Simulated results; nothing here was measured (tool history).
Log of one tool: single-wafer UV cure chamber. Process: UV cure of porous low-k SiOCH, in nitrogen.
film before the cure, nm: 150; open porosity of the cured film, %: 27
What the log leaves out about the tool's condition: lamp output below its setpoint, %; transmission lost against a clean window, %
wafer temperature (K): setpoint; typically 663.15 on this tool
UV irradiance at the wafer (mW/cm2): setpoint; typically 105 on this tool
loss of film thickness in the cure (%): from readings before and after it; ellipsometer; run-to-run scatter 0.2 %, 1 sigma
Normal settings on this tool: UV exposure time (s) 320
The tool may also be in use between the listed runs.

run	hour	wafer temperature (K)	UV exposure time (s)	UV irradiance at the wafer (mW/cm2)	wafers since the last listed run	hours since the UV bulbs were replaced	wafers since the quartz window was cleaned	loss of film thickness in the cure (%)
1	0	663.15	440	105	0	892	3399	18.668
2	12.6	663.15	320	129	70	904.6	3469	18.085
3	29.8	663.15	320	129	96	921.8	3566	17.925
4	38.9	663.15	320	129	51	930.9	3617	17.984
5	50.7	663.15	320	116	66	942.7	3684	17.683
6	56.9	663.15	320	116	34	948.9	3718	17.819
7	64.8	663.15	320	116	44	956.8	3763	17.674
8	74	663.15	320	105	51	966	3815	16.901
9	86	663.15	320	105	67	978	3882	17.124
10	104.4	663.15	210	130	103	996.4	3985	15.853
# hour 113.3: quartz window cleaned
11	116.8	663.15	210	130	24	1008.8	19	15.795
12	133.8	663.15	320	105	95	1025.8	115	16.45
13	142	663.15	320	105	46	1034	161	17.08
14	150.2	663.15	320	105	46	1042.2	207	16.804
15	157.5	663.15	320	105	41	1049.5	248	16.556
16	181.1	663.15	320	105	132	1073.1	381	17.168
17	190.1	650.15	510	105	50	1082.1	431	19.376
18	201.9	663.15	320	105	66	1093.9	498	16.849
19	219.3	663.15	320	105	97	1111.3	595	16.691
# hour 232.9: UV bulbs replaced
20	233.4	663.15	225	95	34	0.5	630	14.466
21	234	646.15	320	125	3	1.1	633	17.417
22	240.1	657.15	320	105	34	7.2	667	16.773
23	257.7	652.15	240	105	98	24.8	766	15.286
24	266.5	654.15	320	105	49	33.6	816	16.45
25	281.4	655.15	255	94	83	48.5	899	14.863
26	292.8	680.15	320	82	64	59.9	963	15.681
27	302.6	663.15	320	105	55	69.7	1019	17.128
28	317.5	663.15	320	105	83	84.6	1102	16.824
29	333.1	663.15	320	105	87	100.2	1190	16.794
30	347.2	663.15	320	105	79	114.3	1269	16.421
31	363	648.15	195	122	88	130.1	1358	14.545
32	369.8	652.15	490	90	38	136.9	1396	18.371

Forecast each of these 4 alternatives for the next run:
A	370.3	663.15	320	105	2	137.4	1399	?
B	370.3	671.15	210	75	2	137.4	1399	?
C	370.3	646.15	510	67	2	137.4	1399	?
D	370.3	663.15	205	86	2	137.4	1399	?

run	loss of film thickness in the cure (%)
A	16.524
B	12.728
C	16.243
D	13.14
Without the tool's unlogged condition, the same runs would have read:
run	loss of film thickness in the cure (%)
A	16.524
B	12.728
C	16.243
D	13.14
